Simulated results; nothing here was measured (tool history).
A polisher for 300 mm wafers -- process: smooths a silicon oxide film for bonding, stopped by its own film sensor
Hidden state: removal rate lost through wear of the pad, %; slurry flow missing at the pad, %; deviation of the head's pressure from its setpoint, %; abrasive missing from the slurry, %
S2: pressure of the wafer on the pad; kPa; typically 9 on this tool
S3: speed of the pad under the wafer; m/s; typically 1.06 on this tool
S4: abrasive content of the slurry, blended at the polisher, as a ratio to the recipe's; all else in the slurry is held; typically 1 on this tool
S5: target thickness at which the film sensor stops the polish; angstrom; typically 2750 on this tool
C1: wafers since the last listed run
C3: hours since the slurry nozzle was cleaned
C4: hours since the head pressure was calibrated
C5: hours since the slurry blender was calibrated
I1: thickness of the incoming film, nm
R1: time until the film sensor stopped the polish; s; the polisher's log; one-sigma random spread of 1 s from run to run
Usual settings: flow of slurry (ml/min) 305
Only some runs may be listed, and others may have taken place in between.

{"run": 1, "hour": 0.0, "flow of slurry (ml/min)": 305, "S2": 11, "S3": 1.06, "S4": 1, "S5": 2750, "C1": 0, "wafers polished on this pad": 34, "C3": 376.6, "C4": 686.1, "C5": 2.8, "I1": 321.1, "R1": 86.5}
{"run": 2, "hour": 14.0, "flow of slurry (ml/min)": 305, "S2": 11, "S3": 1.06, "S4": 1, "S5": 2750, "C1": 91, "wafers polished on this pad": 125, "C3": 390.6, "C4": 700.1, "C5": 16.8, "I1": 318.7, "R1": 80.4}
{"run": 3, "hour": 59.5, "flow of slurry (ml/min)": 305, "S2": 9, "S3": 1.06, "S4": 1, "S5": 2650, "C1": 296, "wafers polished on this pad": 422, "C3": 436.1, "C4": 745.6, "C5": 62.3, "I1": 321, "R1": 130.9}
{"run": 4, "hour": 68.0, "flow of slurry (ml/min)": 305, "S2": 9, "S3": 1.06, "S4": 1, "S5": 2750, "C1": 55, "wafers polished on this pad": 478, "C3": 444.6, "C4": 754.1, "C5": 70.8, "I1": 317.9, "R1": 101.7}
{"run": 5, "hour": 74.2, "flow of slurry (ml/min)": 305, "S2": 9, "S3": 1.06, "S4": 1, "S5": 2750, "C1": 40, "wafers polished on this pad": 518, "C3": 450.8, "C4": 760.3, "C5": 77, "I1": 320.8, "R1": 108.8}
{"hour": 80.3, "done": "worn pad replaced by a new one, of another model than before"}
{"hour": 81.5, "done": "slurry nozzle cleaned"}
{"run": 6, "hour": 86.0, "flow of slurry (ml/min)": 305, "S2": 9, "S3": 1.06, "S4": 1, "S5": 2750, "C1": 44, "wafers polished on this pad": 30, "C3": 4.5, "C4": 772.1, "C5": 88.8, "I1": 322.8, "R1": 110.1}
{"hour": 96.8, "done": "head pressure recalibrated"}
{"run": 7, "hour": 98.5, "flow of slurry (ml/min)": 340, "S2": 9, "S3": 1.06, "S4": 0.9, "S5": 2750, "C1": 68, "wafers polished on this pad": 98, "C3": 17, "C4": 1.7, "C5": 101.3, "I1": 323.7, "R1": 104.1}
{"run": 8, "hour": 108.2, "flow of slurry (ml/min)": 305, "S2": 10.3, "S3": 1.06, "S4": 1, "S5": 2750, "C1": 63, "wafers polished on this pad": 162, "C3": 26.7, "C4": 11.4, "C5": 111, "I1": 323.4, "R1": 87.6}
{"run": 9, "hour": 122.2, "flow of slurry (ml/min)": 305, "S2": 10.3, "S3": 1.06, "S4": 1, "S5": 2750, "C1": 91, "wafers polished on this pad": 253, "C3": 40.7, "C4": 25.4, "C5": 125, "I1": 317.1, "R1": 76.1}
{"run": 10, "hour": 135.3, "flow of slurry (ml/min)": 305, "S2": 9, "S3": 1.06, "S4": 1, "S5": 2650, "C1": 85, "wafers polished on this pad": 338, "C3": 53.8, "C4": 38.5, "C5": 138.1, "I1": 319.4, "R1": 111}
{"run": 11, "hour": 145.8, "flow of slurry (ml/min)": 305, "S2": 9, "S3": 1.06, "S4": 1, "S5": 2750, "C1": 68, "wafers polished on this pad": 407, "C3": 64.3, "C4": 49, "C5": 148.6, "I1": 324.5, "R1": 99.5}
{"run": 12, "hour": 157.0, "flow of slurry (ml/min)": 390, "S2": 6.2, "S3": 0.96, "S4": 1, "S5": 2690, "C1": 73, "wafers polished on this pad": 480, "C3": 75.5, "C4": 60.2, "C5": 159.8, "I1": 321.6, "R1": 151.7}
{"hour": 164.7, "done": "worn pad replaced by a new one"}
{"run": 13, "hour": 165.3, "flow of slurry (ml/min)": 305, "S2": 9, "S3": 1.3, "S4": 1, "S5": 2750, "C1": 28, "wafers polished on this pad": 4, "C3": 83.8, "C4": 68.5, "C5": 168.1, "I1": 319, "R1": 72.3}
{"run": 14, "hour": 180.8, "flow of slurry (ml/min)": 305, "S2": 9, "S3": 0.76, "S4": 0.75, "S5": 2750, "C1": 101, "wafers polished on this pad": 105, "C3": 99.3, "C4": 84, "C5": 183.6, "I1": 321.4, "R1": 151.8}
{"hour": 183.9, "done": "slurry blender recalibrated"}
{"run": 15, "hour": 187.4, "flow of slurry (ml/min)": 255, "S2": 9, "S3": 1.06, "S4": 1, "S5": 2750, "C1": 29, "wafers polished on this pad": 135, "C3": 105.9, "C4": 90.6, "C5": 3.5, "I1": 316.6, "R1": 85.3}
{"run": 16, "hour": 194.7, "flow of slurry (ml/min)": 305, "S2": 9, "S3": 0.9, "S4": 1, "S5": 2750, "C1": 47, "wafers polished on this pad": 182, "C3": 113.2, "C4": 97.9, "C5": 10.8, "I1": 326.2, "R1": 120.3}
{"run": 17, "hour": 201.1, "flow of slurry (ml/min)": 305, "S2": 9, "S3": 1.06, "S4": 1, "S5": 2630, "C1": 41, "wafers polished on this pad": 224, "C3": 119.6, "C4": 104.3, "C5": 17.2, "I1": 315.7, "R1": 107.6}
{"run": 18, "hour": 217.1, "flow of slurry (ml/min)": 205, "S2": 7.6, "S3": 1.06, "S4": 0.75, "S5": 2630, "C1": 104, "wafers polished on this pad": 328, "C3": 135.6, "C4": 120.3, "C5": 33.2, "I1": 325.4, "R1": 169.6}
{"run": 19, "hour": 234.4, "flow of slurry (ml/min)": 230, "S2": 6.9, "S3": 1.06, "S4": 0.75, "S5": 2840, "C1": 112, "wafers polished on this pad": 441, "C3": 152.9, "C4": 137.6, "C5": 50.5, "I1": 318.2, "R1": 99.2}

Selected run-to-run steps in R1, each split into two signed amounts: the part the tool would show with no hidden state at all (from settings, incoming material and random variation), and the remainder, which goes to the hidden state together with any gauge scatter not common to the measured and the hidden-state-free results:
Run 6 -> 7: flow of slurry (ml/min) 305 -> 340, S4 1 -> 0.9, head pressure recalibrated. R1 -6 s: hidden state -12.2, all else +6.2.
Run 13 -> 14: S3 1.3 -> 0.76, S4 1 -> 0.75. R1 +79.5 s: hidden state -0.1, all else +79.6.
